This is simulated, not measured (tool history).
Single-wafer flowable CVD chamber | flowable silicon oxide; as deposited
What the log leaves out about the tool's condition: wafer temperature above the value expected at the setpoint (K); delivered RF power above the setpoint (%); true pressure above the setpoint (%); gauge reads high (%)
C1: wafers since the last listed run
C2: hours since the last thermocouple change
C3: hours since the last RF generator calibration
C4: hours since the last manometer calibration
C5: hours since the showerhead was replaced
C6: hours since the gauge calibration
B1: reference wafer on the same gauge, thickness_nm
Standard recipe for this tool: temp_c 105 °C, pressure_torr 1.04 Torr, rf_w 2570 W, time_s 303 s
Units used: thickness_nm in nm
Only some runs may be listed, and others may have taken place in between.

Run 1, hour 0.0: usual settings but pressure_torr 0.88 Torr; C1 0; C2 663.7; C3 988.4; C4 1635.2; C5 6908.7; C6 316.7; B1 200.995. Result: thickness_nm 202.681 nm.
Run 2, hour 37.6: usual settings but pressure_torr 0.88 Torr; C1 152; C2 701.3; C3 1026.0; C4 1672.8; C5 6946.3; C6 354.3; B1 200.640. Result: thickness_nm 200.727 nm.
Run 3, hour 158.8: usual settings; C1 490; C2 822.5; C3 1147.2; C4 1794.0; C5 7067.5; C6 475.5; B1 201.155. Result: thickness_nm 239.336 nm.
Run 4, hour 230.4: usual settings; C1 289; C2 894.1; C3 1218.8; C4 1865.6; C5 7139.1; C6 547.1; B1 200.817. Result: thickness_nm 237.784 nm.
Run 5, hour 273.7: usual settings; C1 175; C2 937.4; C3 1262.1; C4 1908.9; C5 7182.4; C6 590.4; B1 200.835. Result: thickness_nm 237.946 nm.
Run 6, hour 301.9: usual settings; C1 114; C2 965.6; C3 1290.3; C4 1937.1; C5 7210.6; C6 618.6; B1 200.806. Result: thickness_nm 239.351 nm.
Run 7, hour 373.8: usual settings but rf_w 2245 W; C1 290; C2 1037.5; C3 1362.2; C4 2009.0; C5 7282.5; C6 690.5; B1 200.869. Result: thickness_nm 234.284 nm.
Run 8, hour 431.2: usual settings but rf_w 2245 W; C1 232; C2 1094.9; C3 1419.6; C4 2066.4; C5 7339.9; C6 747.9; B1 200.925. Result: thickness_nm 233.443 nm.
Run 9, hour 489.2: usual settings but time_s 257 s; C1 234; C2 1152.9; C3 1477.6; C4 2124.4; C5 7397.9; C6 805.9; B1 200.863. Result: thickness_nm 201.989 nm.
Run 10, hour 536.3: usual settings but time_s 257 s; C1 190; C2 1200.0; C3 1524.7; C4 2171.5; C5 7445.0; C6 853.0; B1 200.858. Result: thickness_nm 201.381 nm.
At hour 575.4: capacitance manometer re-zeroed and calibrated.
Run 11, hour 576.9: usual settings; C1 131; C2 1240.6; C3 1565.3; C4 1.5; C5 7485.6; C6 893.6; B1 200.958. Result: thickness_nm 248.888 nm.
At hour 591.3: gauge calibrated.
Run 12, hour 636.9: usual settings but temp_c 92 °C; C1 242; C2 1300.6; C3 1625.3; C4 61.5; C5 7545.6; C6 45.6; B1 201.156. Result: thickness_nm 383.329 nm.
At hour 648.1: RF generator calibrated.
Run 13, hour 696.7: usual settings but temp_c 120 °C, time_s 357 s; C1 209; C2 1360.4; C3 48.6; C4 121.3; C5 7605.4; C6 105.4; B1 201.161. Result: thickness_nm 182.557 nm.
At hour 712.2: showerhead replaced.
At hour 737.8: thermocouple changed; heater temperature recalibrated.
Run 14, hour 752.7: usual settings but pressure_torr 0.95 Torr, rf_w 2170 W; C1 161; C2 14.9; C3 104.6; C4 177.3; C5 40.5; C6 161.4; B1 201.056. Result: thickness_nm 220.450 nm.
Run 15, hour 800.3: usual settings but temp_c 94 °C, rf_w 2320 W; C1 192; C2 62.5; C3 152.2; C4 224.9; C5 88.1; C6 209.0; B1 200.891. Result: thickness_nm 351.502 nm.
Run 16, hour 870.5: usual settings but time_s 320 s; C1 283; C2 132.7; C3 222.4; C4 295.1; C5 158.3; C6 279.2; B1 200.977. Result: thickness_nm 262.550 nm.
Run 17, hour 928.4: usual settings but temp_c 118 °C, time_s 363 s; C1 234; C2 190.6; C3 280.3; C4 353.0; C5 216.2; C6 337.1; B1 201.161. Result: thickness_nm 196.627 nm.
Run 18, hour 961.8: usual settings; C1 135; C2 224.0; C3 313.7; C4 386.4; C5 249.6; C6 370.5; B1 201.101. Result: thickness_nm 246.039 nm.
Run 19, hour 1009.7: usual settings but temp_c 93 °C; C1 193; C2 271.9; C3 361.6; C4 434.3; C5 297.5; C6 418.4; B1 200.982. Result: thickness_nm 368.998 nm.
Run 20, hour 1052.1: usual settings; C1 171; C2 314.3; C3 404.0; C4 476.7; C5 339.9; C6 460.8; B1 201.077. Result: thickness_nm 246.777 nm.

Entry by entry between the runs, the difference in hidden state between the last listed run before and the first listed run after:
Between runs 10 and 11: capacitance manometer re-zeroed and calibrated (hour 575.4)
  true pressure above the setpoint (%): -3.77 -> 0.629
  what was measured, less what the result would be without the hidden state, thickness_nm: -8.233 -> +1.485 nm
Between runs 11 and 12: gauge calibrated (hour 591.3)
  true pressure above the setpoint (%): 0.629 -> 0.522
  what was measured, less what the result would be without the hidden state, thickness_nm: +1.485 -> +1.900 nm
Between runs 12 and 13: RF generator calibrated (hour 648.1)
  true pressure above the setpoint (%): 0.522 -> 0.415
  what was measured, less what the result would be without the hidden state, thickness_nm: +1.900 -> +0.720 nm
Between runs 13 and 14: showerhead replaced (hour 712.2); thermocouple changed; heater temperature recalibrated (hour 737.8)
  true pressure above the setpoint (%): 0.415 -> 0.315
  what was measured, less what the result would be without the hidden state, thickness_nm: +0.720 -> +0.723 nm
